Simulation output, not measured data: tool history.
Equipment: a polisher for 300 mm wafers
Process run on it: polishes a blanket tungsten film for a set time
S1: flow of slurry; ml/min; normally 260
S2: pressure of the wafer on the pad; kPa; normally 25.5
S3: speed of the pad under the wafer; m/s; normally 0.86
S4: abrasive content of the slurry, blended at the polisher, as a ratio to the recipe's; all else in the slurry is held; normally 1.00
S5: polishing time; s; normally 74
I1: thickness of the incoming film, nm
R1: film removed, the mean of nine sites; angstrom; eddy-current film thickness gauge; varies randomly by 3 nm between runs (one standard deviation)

run,day,S1,S2,S3,S4,S5,I1,R1
1,0.000,280,25.5,0.86,1.00,74,1468.2,3251
2,0.538,280,25.5,0.86,1.00,74,1437.0,3219
# day 1.058: worn pad replaced by a new one
3,1.158,260,25.5,0.86,1.00,74,1439.8,3382
4,1.742,260,25.5,0.86,1.00,74,1444.1,3417
5,2.200,260,25.5,0.86,1.00,74,1425.7,3381
6,2.462,260,25.5,0.86,1.00,74,1467.6,3345
# day 2.821: slurry tank refilled with fresh slurry and peroxide
# day 2.975: slurry blender recalibrated
7,3.092,260,18.6,0.86,1.00,74,1436.0,2758
8,3.504,260,18.6,0.86,1.00,74,1420.5,2701
9,4.079,260,18.6,0.86,1.00,74,1450.3,2609
# day 4.817: worn pad replaced by a new one
10,4.838,260,25.5,0.86,1.00,74,1468.5,3436
11,5.433,170,25.5,1.04,1.20,74,1457.3,4042
12,5.825,260,25.5,0.86,1.00,74,1424.0,3366
# day 6.117: slurry tank refilled with fresh slurry and peroxide
# day 6.204: head pressure recalibrated
13,6.225,260,25.5,0.86,1.00,74,1457.8,3341
14,6.642,260,32.4,0.86,1.00,74,1443.8,3810
# day 7.454: slurry nozzle cleaned
# day 8.192: worn pad replaced by a new one
15,8.767,260,33.8,0.56,1.25,74,1446.2,2780
# day 8.929: slurry blender recalibrated
16,9.192,260,25.5,0.86,1.00,74,1470.0,3387
17,9.467,260,30.3,1.00,0.80,74,1435.6,4079
# day 9.912: slurry tank refilled with fresh slurry and peroxide
18,9.942,310,25.5,0.86,1.00,84,1454.7,3766
19,10.238,260,25.5,0.86,1.00,74,1457.3,3222
20,10.754,345,17.2,0.86,0.90,57,1430.2,1986
21,11.029,260,25.5,0.86,1.00,74,1459.8,3132
22,11.379,260,25.5,1.10,1.00,74,1460.7,3990
23,11.638,345,16.5,0.86,1.00,74,1450.9,2433
# day 12.038: worn pad replaced by a new one
24,12.154,260,25.5,0.86,1.00,74,1447.1,3386
25,12.521,230,25.5,0.86,1.00,97,1441.6,4399
26,12.942,260,25.5,0.86,1.20,51,1429.3,2413
27,13.338,260,25.5,0.86,1.00,74,1429.9,3331

Each row is a separate what-if for the run after 27, all from the same tool condition, not one after another. Results?
A,13.358,260,25.5,0.86,1.00,74,1452.7,?
B,13.358,185,31.0,0.86,0.90,61,1452.7,?
C,13.358,295,25.5,0.66,1.00,60,1452.7,?

run,R1
A,3340
B,2898
C,2107
Take away the tool's hidden state, keep each run's random variation, and the runs would have read:
run,R1
A,3426
B,2972
C,2161
